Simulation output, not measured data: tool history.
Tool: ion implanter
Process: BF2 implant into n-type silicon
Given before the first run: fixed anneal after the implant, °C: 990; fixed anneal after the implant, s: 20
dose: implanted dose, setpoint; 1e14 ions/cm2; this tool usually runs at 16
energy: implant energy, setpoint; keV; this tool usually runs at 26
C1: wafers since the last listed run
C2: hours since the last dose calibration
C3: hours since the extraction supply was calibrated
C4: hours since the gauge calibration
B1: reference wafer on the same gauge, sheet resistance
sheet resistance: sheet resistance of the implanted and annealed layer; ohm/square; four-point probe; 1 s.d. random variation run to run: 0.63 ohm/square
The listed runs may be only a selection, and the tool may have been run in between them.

{"run": 1, "day": 0.0, "dose": 16, "energy": 26, "C1": 0, "C2": 965.2, "C3": 1390, "C4": 335.9, "B1": 151.83, "sheet resistance": 172.44}
{"run": 2, "day": 3.096, "dose": 16, "energy": 23, "C1": 1543, "C2": 1039.5, "C3": 1464.3, "C4": 410.2, "B1": 151.97, "sheet resistance": 183.2}
{"run": 3, "day": 7.246, "dose": 16, "energy": 23, "C1": 2068, "C2": 1139.1, "C3": 1563.9, "C4": 509.8, "B1": 152.1, "sheet resistance": 182.98}
{"run": 4, "day": 8.958, "dose": 16, "energy": 26, "C1": 853, "C2": 1180.2, "C3": 1605, "C4": 550.9, "B1": 152.06, "sheet resistance": 173.46}
{"run": 5, "day": 12.067, "dose": 16, "energy": 26, "C1": 1549, "C2": 1254.8, "C3": 1679.6, "C4": 625.5, "B1": 152.03, "sheet resistance": 171.78}
{"run": 6, "day": 15.983, "dose": 16, "energy": 26, "C1": 1952, "C2": 1348.8, "C3": 1773.6, "C4": 719.5, "B1": 152.12, "sheet resistance": 171.62}
{"run": 7, "day": 19.258, "dose": 16, "energy": 23.5, "C1": 1632, "C2": 1427.4, "C3": 1852.2, "C4": 798.1, "B1": 152.1, "sheet resistance": 180.84}
{"run": 8, "day": 22.379, "dose": 16, "energy": 23.5, "C1": 1555, "C2": 1502.3, "C3": 1927.1, "C4": 873, "B1": 151.99, "sheet resistance": 182.22}
{"run": 9, "day": 25.225, "dose": 16, "energy": 23.5, "C1": 1418, "C2": 1570.6, "C3": 1995.4, "C4": 941.3, "B1": 152.04, "sheet resistance": 182.21}
{"run": 10, "day": 33.792, "dose": 16, "energy": 26, "C1": 4270, "C2": 1776.2, "C3": 2201, "C4": 1146.9, "B1": 152.18, "sheet resistance": 171.9}
{"run": 11, "day": 37.762, "dose": 16, "energy": 26, "C1": 1979, "C2": 1871.5, "C3": 2296.3, "C4": 1242.2, "B1": 152.23, "sheet resistance": 172.67}
{"run": 12, "day": 39.346, "dose": 16, "energy": 26, "C1": 789, "C2": 1909.5, "C3": 2334.3, "C4": 1280.2, "B1": 151.85, "sheet resistance": 172.72}
{"run": 13, "day": 41.488, "dose": 16, "energy": 26, "C1": 1067, "C2": 1960.9, "C3": 2385.7, "C4": 1331.6, "B1": 152.17, "sheet resistance": 172.06}
{"run": 14, "day": 43.2, "dose": 16, "energy": 26, "C1": 853, "C2": 2002, "C3": 2426.8, "C4": 1372.7, "B1": 152.09, "sheet resistance": 173.09}
{"run": 15, "day": 45.321, "dose": 13.59, "energy": 32, "C1": 1057, "C2": 2052.9, "C3": 2477.7, "C4": 1423.6, "B1": 151.97, "sheet resistance": 159.42}
{"day": 48.4, "done": "extraction supply calibrated"}
{"day": 49.733, "done": "Faraday cup replaced and dose calibrated"}
{"run": 16, "day": 49.754, "dose": 19.58, "energy": 22, "C1": 1877, "C2": 0.5, "C3": 32.5, "C4": 1530, "B1": 152.1, "sheet resistance": 184.75}
{"run": 17, "day": 51.988, "dose": 19.25, "energy": 29.5, "C1": 1113, "C2": 54.1, "C3": 86.1, "C4": 1583.6, "B1": 151.89, "sheet resistance": 160.14}
{"run": 18, "day": 56.179, "dose": 16, "energy": 26, "C1": 2089, "C2": 154.7, "C3": 186.7, "C4": 1684.2, "B1": 151.79, "sheet resistance": 175.01}
{"run": 19, "day": 60.304, "dose": 12.2, "energy": 33.5, "C1": 2056, "C2": 253.7, "C3": 285.7, "C4": 1783.2, "B1": 152.4, "sheet resistance": 162.28}
{"run": 20, "day": 64.283, "dose": 17.59, "energy": 19, "C1": 1983, "C2": 349.2, "C3": 381.2, "C4": 1878.7, "B1": 151.96, "sheet resistance": 202.09}
{"run": 21, "day": 67.388, "dose": 16, "energy": 26, "C1": 1547, "C2": 423.7, "C3": 455.7, "C4": 1953.2, "B1": 151.94, "sheet resistance": 175.95}
{"day": 67.975, "done": "extraction supply calibrated, repeated, since the last time left the tool worse"}
{"run": 22, "day": 71.821, "dose": 19.25, "energy": 29.5, "C1": 2044, "C2": 530.1, "C3": 92.3, "C4": 2059.6, "B1": 151.89, "sheet resistance": 156.16}
{"day": 73.183, "done": "gauge calibrated"}
{"run": 23, "day": 75.038, "dose": 16, "energy": 20, "C1": 1603, "C2": 607.3, "C3": 169.5, "C4": 44.5, "B1": 152.07, "sheet resistance": 194.28}
{"run": 24, "day": 79.079, "dose": 12.64, "energy": 23.5, "C1": 2014, "C2": 704.3, "C3": 266.5, "C4": 141.5, "B1": 151.66, "sheet resistance": 187.15}
{"run": 25, "day": 82.925, "dose": 19.58, "energy": 22, "C1": 1917, "C2": 796.6, "C3": 358.8, "C4": 233.8, "B1": 152.03, "sheet resistance": 182.49}
{"run": 26, "day": 86.367, "dose": 12.52, "energy": 26, "C1": 1715, "C2": 879.2, "C3": 441.4, "C4": 316.4, "B1": 151.89, "sheet resistance": 178.09}
{"run": 27, "day": 88.796, "dose": 16, "energy": 26, "C1": 1211, "C2": 937.5, "C3": 499.7, "C4": 374.7, "B1": 152.2, "sheet resistance": 172.13}
{"run": 28, "day": 92.683, "dose": 19.58, "energy": 22, "C1": 1938, "C2": 1030.8, "C3": 593, "C4": 468, "B1": 152.04, "sheet resistance": 182.4}
{"run": 29, "day": 95.146, "dose": 20.45, "energy": 31.5, "C1": 1227, "C2": 1089.9, "C3": 652.1, "C4": 527.1, "B1": 152.34, "sheet resistance": 151.95}

Pick out some run-to-run changes in sheet resistance. Of each, how much would a tool without hidden state show as well, from the settings, what came in and chance, and how much is left for the hidden state and any gauge scatter not in both results compared?
What the log doesn't record here: deviation of the true dose from the Faraday cup's reading, %; deviation of the true energy from its setpoint, %; gauge reads high (%).
Run 15 -> 16: dose 13.59 -> 19.58, energy 32 -> 22, extraction supply calibrated, Faraday cup replaced and dose calibrated. sheet resistance +25.33 ohm/square: hidden state +2.21, all else +23.12.
Run 19 -> 20: dose 12.2 -> 17.59, energy 33.5 -> 19. sheet resistance +39.81 ohm/square: hidden state +0.94, all else +38.87.
Run 21 -> 22: dose 16 -> 19.25, energy 26 -> 29.5, extraction supply calibrated, repeated, since the last time left the tool worse. sheet resistance -19.79 ohm/square: hidden state -4.7, all else -15.09.
Run 22 -> 23: dose 19.25 -> 16, energy 29.5 -> 20, gauge calibrated. sheet resistance +38.12 ohm/square: hidden state +0.19, all else +37.93.
